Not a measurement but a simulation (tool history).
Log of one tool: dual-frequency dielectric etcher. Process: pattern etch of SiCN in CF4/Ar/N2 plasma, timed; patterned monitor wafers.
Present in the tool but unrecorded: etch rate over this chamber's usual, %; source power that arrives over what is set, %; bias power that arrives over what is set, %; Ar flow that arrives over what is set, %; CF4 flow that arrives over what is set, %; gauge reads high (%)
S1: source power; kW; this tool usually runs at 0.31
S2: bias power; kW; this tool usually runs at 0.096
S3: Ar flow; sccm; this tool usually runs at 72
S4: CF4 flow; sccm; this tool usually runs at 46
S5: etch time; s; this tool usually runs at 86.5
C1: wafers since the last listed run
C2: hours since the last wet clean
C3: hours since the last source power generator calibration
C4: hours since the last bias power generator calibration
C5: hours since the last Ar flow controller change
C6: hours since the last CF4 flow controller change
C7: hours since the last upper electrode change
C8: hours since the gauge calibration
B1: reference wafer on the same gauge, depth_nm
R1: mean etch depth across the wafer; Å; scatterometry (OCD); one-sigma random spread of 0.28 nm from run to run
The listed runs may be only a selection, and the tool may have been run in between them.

run   hour    S1     S2  S3  S4     S5    C1     C2      C3      C4      C5     C6      C7     C8    B1   R1
  1      0  0.31  0.096  72  46   86.5     0    0.5  3128.6  4186.3  1958.2   29.4  4219.3  449.6  59.8  545
  2    7.3  0.31  0.096  72  46   86.5    89    7.8  3135.9  4193.6  1965.5   36.7  4226.6  456.9  59.8  539
      20.6  -- source power generator calibrated
  3   32.2  0.31  0.096  72  46   86.5   257   32.7    11.6  4218.5  1990.4   61.6  4251.5  481.8  59.8  539
      43.4  -- gauge calibrated
  4   67.5  0.31  0.096  72  46   86.5   434     68    46.9  4253.8  2025.7   96.9  4286.8   24.1  59.8  536
  5   96.5  0.26  0.096  72  46   86.5   357     97    75.9  4282.8  2054.7  125.9  4315.8   53.1  59.8  447
  6  115.7  0.25  0.096  79  46  108.5   236  116.2    95.1    4302  2073.9  145.1    4335   72.3  59.9  528
  7  148.4  0.31  0.096  67  46   86.5   402  148.9   127.8  4334.7  2106.6  177.8  4367.7    105  59.8  543
     173.3  -- upper electrode replaced
  8  179.1  0.31  0.089  80  46   86.5    82  179.6   158.5  4365.4  2137.3  208.5     5.8  135.7  59.8  506
     200.6  -- bias power generator calibrated
  9  201.1  0.36  0.075  72  55   86.5   221  201.6   180.5     0.5  2159.3  230.5    27.8  157.7  59.8  566
 10  224.3  0.36  0.096  86  46     67   285  224.8   203.7    23.7  2182.5  253.7      51  180.9  59.8  463
 11    252  0.34  0.096  90  35   86.5   341  252.5   231.4    51.4  2210.2  281.4    78.7  208.6  59.7  545
 12    267  0.25  0.089  72  46   86.5   184  267.5   246.4    66.4  2225.2  296.4    93.7  223.6  59.6  405
 13  296.7  0.37  0.084  60  40   86.5   365  297.2   276.1    96.1  2254.9  326.1   123.4  253.3  59.8  608
     327.2  -- Ar flow controller replaced
 14  327.7  0.31  0.106  72  57   79.5   307  328.2   307.1   127.1     0.5  357.1   154.4  284.3  59.8  515
 15  358.3  0.31  0.096  72  46   86.5   376  358.8   337.7   157.7    31.1  387.7     185  314.9  59.8  529
 16  372.8  0.26  0.096  72  57   86.5   178  373.3   352.2   172.2    45.6  402.2   199.5  329.4  59.8  445
 17  458.7  0.31  0.096  72  46   86.5  1058  459.2   438.1   258.1   131.5  488.1   285.4  415.3  59.8  520
     501.7  -- wet clean of the chamber
 18  502.2  0.31  0.096  67  46   86.5   240    0.5   481.6   301.6     175  531.6   328.9  458.8  59.8  552
 19    509  0.27  0.096  72  46   86.5    83    7.3   488.4   308.4   181.8  538.4   335.7  465.6  59.8  471
 20  526.7  0.31  0.096  72  46   95.5   218     25   506.1   326.1   199.5  556.1   353.4  483.3  59.8  597

Each row is a separate what-if for the run after 20, all from the same tool condition, not one after another. Results?
  A  527.1  0.31  0.096  58  46  86.5   4  25.4  506.5  326.5  199.9  556.5  353.8  483.7   ?   ?
  B  527.1  0.38  0.096  72  53   108   4  25.4  506.5  326.5  199.9  556.5  353.8  483.7   ?   ?
  C  527.1  0.27  0.096  55  46  70.5   4  25.4  506.5  326.5  199.9  556.5  353.8  483.7   ?   ?
  D  527.1  0.31  0.096  72  46    68   4  25.4  506.5  326.5  199.9  556.5  353.8  483.7   ?   ?
  E  527.1  0.29  0.096  81  46    64   4  25.4  506.5  326.5  199.9  556.5  353.8  483.7   ?   ?

run    B1   R1
  A  59.6  563
  B  59.6  850
  C  59.6  399
  D  59.6  427
  E  59.6  368
Without the tool's hidden state the same runs would have given:
run   R1
  A  564
  B  851
  C  400
  D  428
  E  368

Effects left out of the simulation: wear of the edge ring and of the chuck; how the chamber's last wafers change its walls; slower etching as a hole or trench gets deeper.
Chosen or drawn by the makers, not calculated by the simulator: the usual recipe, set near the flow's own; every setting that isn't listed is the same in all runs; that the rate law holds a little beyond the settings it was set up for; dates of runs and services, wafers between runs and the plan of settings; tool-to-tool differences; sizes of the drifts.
